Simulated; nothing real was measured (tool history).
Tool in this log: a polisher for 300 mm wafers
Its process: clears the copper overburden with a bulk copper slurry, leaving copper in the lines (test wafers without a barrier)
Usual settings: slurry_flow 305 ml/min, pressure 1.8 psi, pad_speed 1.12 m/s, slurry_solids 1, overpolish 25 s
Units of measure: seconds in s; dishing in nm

run   hour  slurry_flow  pressure  pad_speed  slurry_solids  overpolish  wafers since the last listed run  wafers polished on this pad  hours since the slurry nozzle was cleaned  hours since the head pressure was calibrated  hours since the slurry blender was calibrated  incoming thickness of the incoming film, nm  seconds  dishing
  1      0          305       1.8       1.12            1.2          25                                 0                          519                                        364                                        1062.8                                             69                                        996.4    159.2     64.6
  2    8.2          305       1.5       1.12              1          33                                66                          585                                      372.2                                          1071                                           77.2                                        974.7    196.7     63.9
  3   23.2          305       1.8       1.12            0.8          25                               122                          707                                      387.2                                          1086                                           92.2                                        970.8    173.1     62.2
      29.1  -- slurry nozzle cleaned
      37.4  -- worn pad replaced by a new one
  4   51.5          305       1.8       1.12            0.8          25                               189                          114                                       22.4                                        1114.3                                          120.5                                        982.3    166.1     63.5
  5   76.3          350       1.8       1.12              1          25                               201                          316                                       47.2                                        1139.1                                          145.3                                        974.9      162     64.6
  6   86.7          305       1.8       1.12              1          25                                84                          401                                       57.6                                        1149.5                                          155.7                                          968    166.8     63.9
  7  101.3          250       1.8       1.12            0.9          25                               118                          520                                       72.2                                        1164.1                                          170.3                                        998.4    181.2     62.8
  8    116          265       1.8       1.12           1.15          39                               119                          639                                       86.9                                        1178.8                                            185                                        983.2      172     72.8
  9  133.4          305       1.8       1.12           1.15          25                               141                          781                                      104.3                                        1196.2                                          202.4                                        963.9    170.2     62.7
       145  -- worn pad replaced by a new one
 10  145.5          305       1.8       1.12              1          25                                65                            4                                      116.4                                        1208.3                                          214.5                                        990.4      159     65.7
 11  160.9          305       2.2       1.12           1.25          29                               125                          129                                      131.8                                        1223.7                                          229.9                                        977.8    126.4     78.2
 12  171.2          305       1.8       1.12              1          25                                83                          213                                      142.1                                          1234                                          240.2                                        990.4    169.6     64.6
 13  182.7          265       1.8       1.12              1          25                                93                          307                                      153.6                                        1245.5                                          251.7                                        996.7    169.9     63.4
 14  192.7          405       1.8       0.88              1          33                                81                          388                                      163.6                                        1255.5                                          261.7                                        980.1      204     64.8
     201.4  -- head pressure recalibrated
 15  202.8          235       1.8       1.12              1          25                                65                          454                                      173.7                                           1.4                                          271.8                                        975.2    173.6     62.4
 16  208.9          385       1.8       1.32            1.3          20                                49                          504                                      179.8                                           7.5                                          277.9                                        982.1    140.8     63.4
 17  218.2          305       1.8       0.86              1          11                                75                          579                                      189.1                                          16.8                                          287.2                                        987.5    233.2     30.9
 18  234.1          205       1.8       1.12           0.85          38                               129                          709                                        205                                          32.7                                          303.1                                        987.8    189.9     71.3
 19  242.3          305       1.8       0.96            1.3          10                                66                          776                                      213.2                                          40.9                                          311.3                                        984.7    204.1     31.8
     250.3  -- worn pad replaced by a new one
 20    252          305       1.8       1.12              1          39                                46                           13                                      222.9                                          50.6                                            321                                        966.4    160.1     74.3
 21  263.3          305       1.8       0.94              1          25                                92                          105                                      234.2                                          61.9                                          332.3                                        982.3    200.8     59.4
     267.3  -- slurry blender recalibrated
 22    274          305       1.4       1.12            1.2          34                                70                          176                                      244.9                                          72.6                                            6.7                                        963.7    187.8     64.7
 23  288.3          305       1.8       1.12              1          38                               116                          292                                      259.2                                          86.9                                             21                                          960      154     74.6
 24  296.3          305       1.4       1.12            0.7          25                                65                          357                                      267.2                                          94.9                                             29                                        974.1    217.7     53.7
 25  303.6          305       1.6       1.12           0.75          25                                59                          417                                      274.5                                         102.2                                           36.3                                       1001.4    194.3       58
 26  318.7          305       1.3       1.12              1          25                               122                          540                                      289.6                                         117.3                                           51.4                                        994.1    230.8     51.6
 27  331.3          350       1.3       1.12              1          14                               102                          642                                      302.2                                         129.9                                             64                                        980.2    232.8       36

Predict each of these 5 candidate next runs independently; none follows another, all start after run 27:
  A  331.8          305       1.8       1.12              1          25                                 4                          647                                      302.7                                         130.4                                           64.5                                        964.6        ?        ?
  B  331.8          385         2       0.96            1.2          25                                 4                          647                                      302.7                                         130.4                                           64.5                                        964.6        ?        ?
  C  331.8          305       1.8       0.84              1          25                                 4                          647                                      302.7                                         130.4                                           64.5                                        964.6        ?        ?
  D  331.8          305       1.8       0.92              1          25                                 4                          647                                      302.7                                         130.4                                           64.5                                        964.6        ?        ?
  E  331.8          250       1.8       1.12              1          25                                 4                          647                                      302.7                                         130.4                                           64.5                                        964.6        ?        ?

run  seconds  dishing
  A    161.7     63.9
  B    161.4     65.3
  C    215.7     55.4
  D    196.9     58.2
  E    164.2     63.5
Without the tool's unlogged condition, the same runs would have read:
run  seconds  dishing
  A    144.8     66.9
  B    144.4     68.5
  C    193.1     58.8
  D    176.3     61.4
  E      147     66.5
